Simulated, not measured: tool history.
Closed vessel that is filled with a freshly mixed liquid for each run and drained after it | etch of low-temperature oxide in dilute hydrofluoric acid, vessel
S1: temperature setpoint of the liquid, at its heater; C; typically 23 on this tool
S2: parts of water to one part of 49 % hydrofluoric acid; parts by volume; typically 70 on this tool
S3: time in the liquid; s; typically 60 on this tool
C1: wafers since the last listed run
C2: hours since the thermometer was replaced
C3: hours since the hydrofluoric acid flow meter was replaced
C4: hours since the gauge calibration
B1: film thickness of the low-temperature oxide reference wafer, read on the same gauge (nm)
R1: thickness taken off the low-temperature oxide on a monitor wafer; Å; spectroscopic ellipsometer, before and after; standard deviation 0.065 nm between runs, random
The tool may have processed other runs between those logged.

{"run": 1, "hour": 0.0, "S1": 23, "S2": 50, "S3": 60, "C1": 0, "C2": 21, "C3": 791.3, "C4": 467, "B1": 50, "R1": 216.2}
{"run": 2, "hour": 25.3, "S1": 23, "S2": 70, "S3": 60, "C1": 3361, "C2": 46.3, "C3": 816.6, "C4": 492.3, "B1": 50, "R1": 150.1}
{"run": 3, "hour": 49.0, "S1": 23, "S2": 70, "S3": 60, "C1": 3148, "C2": 70, "C3": 840.3, "C4": 516, "B1": 50, "R1": 150.3}
{"run": 4, "hour": 63.7, "S1": 23, "S2": 70, "S3": 60, "C1": 1952, "C2": 84.7, "C3": 855, "C4": 530.7, "B1": 50.04, "R1": 150.3}
{"run": 5, "hour": 118.4, "S1": 23, "S2": 70, "S3": 60, "C1": 7266, "C2": 139.4, "C3": 909.7, "C4": 585.4, "B1": 50.01, "R1": 151.3}
{"run": 6, "hour": 138.2, "S1": 23, "S2": 70, "S3": 60, "C1": 2630, "C2": 159.2, "C3": 929.5, "C4": 605.2, "B1": 49.98, "R1": 151}
{"run": 7, "hour": 156.7, "S1": 23, "S2": 70, "S3": 60, "C1": 2457, "C2": 177.7, "C3": 948, "C4": 623.7, "B1": 50, "R1": 153.6}
{"run": 8, "hour": 189.7, "S1": 23, "S2": 45, "S3": 60, "C1": 4383, "C2": 210.7, "C3": 981, "C4": 656.7, "B1": 50, "R1": 244.3}
{"run": 9, "hour": 218.8, "S1": 23, "S2": 45, "S3": 60, "C1": 3865, "C2": 239.8, "C3": 1010.1, "C4": 685.8, "B1": 50.02, "R1": 245.5}
{"run": 10, "hour": 231.8, "S1": 19, "S2": 70, "S3": 60, "C1": 1727, "C2": 252.8, "C3": 1023.1, "C4": 698.8, "B1": 49.99, "R1": 128.5}
{"run": 11, "hour": 267.2, "S1": 23, "S2": 45, "S3": 60, "C1": 4702, "C2": 288.2, "C3": 1058.5, "C4": 734.2, "B1": 49.98, "R1": 246.6}
{"run": 12, "hour": 294.5, "S1": 21, "S2": 50, "S3": 35, "C1": 3626, "C2": 315.5, "C3": 1085.8, "C4": 761.5, "B1": 50.04, "R1": 119.6}
{"run": 13, "hour": 308.2, "S1": 23, "S2": 70, "S3": 90, "C1": 1820, "C2": 329.2, "C3": 1099.5, "C4": 775.2, "B1": 50.02, "R1": 230.2}
{"run": 14, "hour": 341.5, "S1": 23, "S2": 70, "S3": 60, "C1": 4423, "C2": 362.5, "C3": 1132.8, "C4": 808.5, "B1": 49.97, "R1": 153.8}
{"run": 15, "hour": 360.6, "S1": 19, "S2": 50, "S3": 75, "C1": 2537, "C2": 381.6, "C3": 1151.9, "C4": 827.6, "B1": 50.03, "R1": 235.6}
{"run": 16, "hour": 374.0, "S1": 21, "S2": 85, "S3": 60, "C1": 1780, "C2": 395, "C3": 1165.3, "C4": 841, "B1": 49.99, "R1": 116}
{"run": 17, "hour": 391.1, "S1": 19, "S2": 45, "S3": 35, "C1": 2271, "C2": 412.1, "C3": 1182.4, "C4": 858.1, "B1": 49.98, "R1": 123.3}
{"run": 18, "hour": 418.6, "S1": 23, "S2": 70, "S3": 60, "C1": 3653, "C2": 439.6, "C3": 1209.9, "C4": 885.6, "B1": 50, "R1": 156.2}
{"hour": 457.8, "done": "gauge calibrated"}
{"run": 19, "hour": 490.9, "S1": 25, "S2": 50, "S3": 60, "C1": 9604, "C2": 511.9, "C3": 1282.2, "C4": 33.1, "B1": 50.01, "R1": 244.6}
{"run": 20, "hour": 515.1, "S1": 21.5, "S2": 70, "S3": 30, "C1": 3214, "C2": 536.1, "C3": 1306.4, "C4": 57.3, "B1": 50.01, "R1": 74.2}
{"run": 21, "hour": 540.9, "S1": 23, "S2": 70, "S3": 80, "C1": 3427, "C2": 561.9, "C3": 1332.2, "C4": 83.1, "B1": 49.99, "R1": 209.7}
{"hour": 583.8, "done": "thermometer replaced"}
{"hour": 609.1, "done": "hydrofluoric acid flow meter replaced"}
{"run": 22, "hour": 633.1, "S1": 19.5, "S2": 85, "S3": 60, "C1": 11982, "C2": 49.3, "C3": 24, "C4": 175.3, "B1": 50.03, "R1": 103.2}
{"run": 23, "hour": 660.1, "S1": 23, "S2": 70, "S3": 60, "C1": 3586, "C2": 76.3, "C3": 51, "C4": 202.3, "B1": 49.98, "R1": 147.8}
{"run": 24, "hour": 685.5, "S1": 23, "S2": 70, "S3": 60, "C1": 3374, "C2": 101.7, "C3": 76.4, "C4": 227.7, "B1": 50, "R1": 149.2}
{"run": 25, "hour": 711.7, "S1": 18, "S2": 45, "S3": 35, "C1": 3480, "C2": 127.9, "C3": 102.6, "C4": 253.9, "B1": 50.01, "R1": 113}
{"run": 26, "hour": 736.2, "S1": 23, "S2": 70, "S3": 60, "C1": 3254, "C2": 152.4, "C3": 127.1, "C4": 278.4, "B1": 50.02, "R1": 148.7}
{"run": 27, "hour": 761.6, "S1": 23, "S2": 70, "S3": 60, "C1": 3374, "C2": 177.8, "C3": 152.5, "C4": 303.8, "B1": 50.05, "R1": 149.6}
{"run": 28, "hour": 790.6, "S1": 23, "S2": 70, "S3": 60, "C1": 3852, "C2": 206.8, "C3": 181.5, "C4": 332.8, "B1": 49.99, "R1": 149.2}
{"run": 29, "hour": 820.2, "S1": 23, "S2": 100, "S3": 50, "C1": 3932, "C2": 236.4, "C3": 211.1, "C4": 362.4, "B1": 49.98, "R1": 83.8}
{"run": 30, "hour": 848.2, "S1": 28, "S2": 70, "S3": 60, "C1": 3719, "C2": 264.4, "C3": 239.1, "C4": 390.4, "B1": 50, "R1": 183.7}
{"run": 31, "hour": 872.5, "S1": 28, "S2": 90, "S3": 60, "C1": 3228, "C2": 288.7, "C3": 263.4, "C4": 414.7, "B1": 49.99, "R1": 138}
{"run": 32, "hour": 894.6, "S1": 23, "S2": 70, "S3": 60, "C1": 2935, "C2": 310.8, "C3": 285.5, "C4": 436.8, "B1": 50.02, "R1": 152.3}

The logged runs with the hidden state left out (each run's random variation unchanged):
The tool's hidden condition here consists of: liquid hotter than its thermometer reads (K); hydrofluoric acid flow above the setpoint (%); gauge reads high (%).
run=1 R1=210.5
run=2 R1=145.9
run=3 R1=145.7
run=4 R1=145.5
run=5 R1=145.7
run=6 R1=145.1
run=7 R1=147.4
run=8 R1=233.9
run=9 R1=234.3
run=10 R1=122.5
run=11 R1=234.4
run=12 R1=113.3
run=13 R1=217.9
run=14 R1=145.1
run=15 R1=221.8
run=16 R1=109
run=17 R1=115.7
run=18 R1=146.4
run=19 R1=227.8
run=20 R1=68.9
run=21 R1=194.3
run=22 R1=102.2
run=23 R1=146
run=24 R1=147
run=25 R1=111.1
run=26 R1=145.9
run=27 R1=146.5
run=28 R1=145.6
run=29 R1=81.6
run=30 R1=178.5
run=31 R1=133.8
run=32 R1=147.3

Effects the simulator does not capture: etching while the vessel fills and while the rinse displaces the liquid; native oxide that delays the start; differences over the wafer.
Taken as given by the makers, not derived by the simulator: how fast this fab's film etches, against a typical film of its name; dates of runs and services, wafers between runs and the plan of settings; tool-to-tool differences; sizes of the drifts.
